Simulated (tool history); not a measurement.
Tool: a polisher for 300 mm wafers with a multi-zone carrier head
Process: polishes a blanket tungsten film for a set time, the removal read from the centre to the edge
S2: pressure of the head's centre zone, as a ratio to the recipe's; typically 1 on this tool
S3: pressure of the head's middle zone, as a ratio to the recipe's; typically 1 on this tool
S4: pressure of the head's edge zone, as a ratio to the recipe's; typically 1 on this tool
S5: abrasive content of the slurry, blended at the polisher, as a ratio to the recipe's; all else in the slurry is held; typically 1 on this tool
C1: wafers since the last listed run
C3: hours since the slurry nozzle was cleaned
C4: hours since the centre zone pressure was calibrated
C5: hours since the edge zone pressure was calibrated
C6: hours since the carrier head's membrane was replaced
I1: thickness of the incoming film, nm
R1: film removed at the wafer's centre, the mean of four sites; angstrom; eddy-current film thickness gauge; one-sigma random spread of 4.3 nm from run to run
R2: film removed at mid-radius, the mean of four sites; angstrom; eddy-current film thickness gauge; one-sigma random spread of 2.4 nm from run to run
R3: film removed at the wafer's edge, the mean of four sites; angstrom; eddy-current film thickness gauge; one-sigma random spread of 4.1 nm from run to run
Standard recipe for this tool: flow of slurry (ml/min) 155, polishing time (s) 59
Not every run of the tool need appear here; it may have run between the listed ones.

Run 1, hour 0: usual settings; C1 0; wafers polished on this pad 2315; C3 274.7; C4 521.5; C5 233.4; C6 150.3; I1 1442.5. Result: R1 2762 angstrom, R2 2950 angstrom, R3 2936 angstrom.
Run 2, hour 34.2: usual settings but polishing time (s) 69; C1 430; wafers polished on this pad 2746; C3 308.9; C4 555.7; C5 267.6; C6 184.5; I1 1455.2. Result: R1 3110 angstrom, R2 3431 angstrom, R3 3468 angstrom.
At hour 73.3: worn pad replaced by a new one.
Run 3, hour 81.7: usual settings but polishing time (s) 69; C1 547; wafers polished on this pad 106; C3 356.4; C4 603.2; C5 315.1; C6 232; I1 1463.9. Result: R1 3135 angstrom, R2 3445 angstrom, R3 3437 angstrom.
Run 4, hour 118.9: usual settings; C1 468; wafers polished on this pad 574; C3 393.6; C4 640.4; C5 352.3; C6 269.2; I1 1470.2. Result: R1 2642 angstrom, R2 2852 angstrom, R3 2989 angstrom.
Run 5, hour 168.8: usual settings; C1 628; wafers polished on this pad 1203; C3 443.5; C4 690.3; C5 402.2; C6 319.1; I1 1435.6. Result: R1 2615 angstrom, R2 2868 angstrom, R3 2959 angstrom.
Run 6, hour 205.4: usual settings but S2 1.06; C1 461; wafers polished on this pad 1664; C3 480.1; C4 726.9; C5 438.8; C6 355.7; I1 1481.9. Result: R1 2821 angstrom, R2 2921 angstrom, R3 2916 angstrom.
At hour 234.8: edge zone pressure recalibrated.
Run 7, hour 254.9: usual settings but S2 1.06; C1 598; wafers polished on this pad 2262; C3 529.6; C4 776.4; C5 20.1; C6 405.2; I1 1466.4. Result: R1 2798 angstrom, R2 2915 angstrom, R3 2893 angstrom.
Run 8, hour 280.5: usual settings; C1 322; wafers polished on this pad 2585; C3 555.2; C4 802; C5 45.7; C6 430.8; I1 1464.1. Result: R1 2634 angstrom, R2 2893 angstrom, R3 2903 angstrom.
At hour 336.5: carrier head's membrane replaced by a new one.
Run 9, hour 337: usual settings but S3 1.11; C1 648; wafers polished on this pad 3234; C3 611.7; C4 858.5; C5 102.2; C6 0.5; I1 1459.7. Result: R1 2597 angstrom, R2 3134 angstrom, R3 2866 angstrom.
Run 10, hour 361.8: usual settings but S2 0.89, S3 0.93, S4 0.96, S5 1.3; C1 312; wafers polished on this pad 3546; C3 636.5; C4 883.3; C5 127; C6 25.3; I1 1457.8. Result: R1 2370 angstrom, R2 2823 angstrom, R3 3051 angstrom.
At hour 366.9: worn pad replaced by a new one.
Run 11, hour 402.5: usual settings but polishing time (s) 69; C1 462; wafers polished on this pad 448; C3 677.2; C4 924; C5 167.7; C6 66; I1 1468.2. Result: R1 2932 angstrom, R2 3348 angstrom, R3 3422 angstrom.
At hour 405.3: centre zone pressure recalibrated.
Run 12, hour 471.5: usual settings; C1 843; wafers polished on this pad 1292; C3 746.2; C4 66.2; C5 236.7; C6 135; I1 1467.5. Result: R1 2850 angstrom, R2 2862 angstrom, R3 2960 angstrom.
Run 13, hour 513.7: usual settings but flow of slurry (ml/min) 125, S2 0.96, S4 0.91, S5 0.9; C1 531; wafers polished on this pad 1824; C3 788.4; C4 108.4; C5 278.9; C6 177.2; I1 1470.9. Result: R1 2496 angstrom, R2 2624 angstrom, R3 2617 angstrom.
Run 14, hour 583.5: usual settings but S3 0.89, S4 1.11, polishing time (s) 77; C1 879; wafers polished on this pad 2703; C3 858.2; C4 178.2; C5 348.7; C6 247; I1 1456.2. Result: R1 3563 angstrom, R2 3376 angstrom, R3 3986 angstrom.
At hour 619.1: edge zone pressure recalibrated.
At hour 625.7: slurry nozzle cleaned.
At hour 659.9: worn pad replaced by a new one.
Run 15, hour 667.6: usual settings but S4 0.9, S5 1.15, polishing time (s) 73; C1 971; wafers polished on this pad 97; C3 41.9; C4 262.3; C5 48.5; C6 331.1; I1 1454.2. Result: R1 3565 angstrom, R2 3741 angstrom, R3 3627 angstrom.
Run 16, hour 712.9: usual settings but S2 1.11, S3 0.9, S5 1.15, polishing time (s) 45; C1 570; wafers polished on this pad 668; C3 87.2; C4 307.6; C5 93.8; C6 376.4; I1 1470.8. Result: R1 2415 angstrom, R2 2132 angstrom, R3 2375 angstrom.
Run 17, hour 781.4: usual settings but S3 0.97; C1 862; wafers polished on this pad 1531; C3 155.7; C4 376.1; C5 162.3; C6 444.9; I1 1449.2. Result: R1 2739 angstrom, R2 2832 angstrom, R3 3009 angstrom.
Run 18, hour 849.7: usual settings but S3 1.06, S4 0.92; C1 860; wafers polished on this pad 2391; C3 224; C4 444.4; C5 230.6; C6 513.2; I1 1440.1. Result: R1 2803 angstrom, R2 3071 angstrom, R3 2840 angstrom.
At hour 925.4: carrier head's membrane replaced by a new one.
At hour 943.2: worn pad replaced by a new one.
Run 19, hour 1064.1: usual settings but S3 1.11, S4 0.92, S5 1.15, polishing time (s) 70; C1 2587; wafers polished on this pad 1522; C3 438.4; C4 658.8; C5 445; C6 138.7; I1 1458.4. Result: R1 3199 angstrom, R2 3889 angstrom, R3 3501 angstrom.
At hour 1092.3: edge zone pressure recalibrated.
Run 20, hour 1114.7: usual settings; C1 612; wafers polished on this pad 2134; C3 489; C4 709.4; C5 22.4; C6 189.3; I1 1454.5. Result: R1 2671 angstrom, R2 2903 angstrom, R3 2944 angstrom.
Run 21, hour 1144.7: usual settings but S2 0.92, S3 1.05, S4 0.96; C1 377; wafers polished on this pad 2512; C3 519; C4 739.4; C5 52.4; C6 219.3; I1 1463. Result: R1 2473 angstrom, R2 2978 angstrom, R3 2951 angstrom.
Run 22, hour 1205.6: usual settings but S2 1.1, S4 1.08, polishing time (s) 78; C1 767; wafers polished on this pad 3279; C3 579.9; C4 800.3; C5 113.3; C6 280.2; I1 1463. Result: R1 3858 angstrom, R2 3808 angstrom, R3 4088 angstrom.

3 options for the next run, each taken on its own from the tool as it stands now. Forecast them:
Run A, hour 1206: usual settings but S4 0.95; C1 5; wafers polished on this pad 3284; C3 580.3; C4 800.7; C5 113.7; C6 280.6; I1 1442.6. Result: R1 ?, R2 ?, R3 ?.
Run B, hour 1206: usual settings but flow of slurry (ml/min) 110, S2 1.04, S4 1.12; C1 5; wafers polished on this pad 3284; C3 580.3; C4 800.7; C5 113.7; C6 280.6; I1 1442.6. Result: R1 ?, R2 ?, R3 ?.
Run C, hour 1206: usual settings but flow of slurry (ml/min) 110, S2 1.05, S4 0.91, S5 1.1; C1 5; wafers polished on this pad 3284; C3 580.3; C4 800.7; C5 113.7; C6 280.6; I1 1442.6. Result: R1 ?, R2 ?, R3 ?.

run    R1    R2    R3
  A  2533  2914  2919
  B  2353  2639  2956
  C  2418  2686  2720
Without the tool's unlogged condition, the same runs would have read:
run    R1    R2    R3
  A  2958  3001  2982
  B  2790  2753  3043
  C  2867  2802  2800
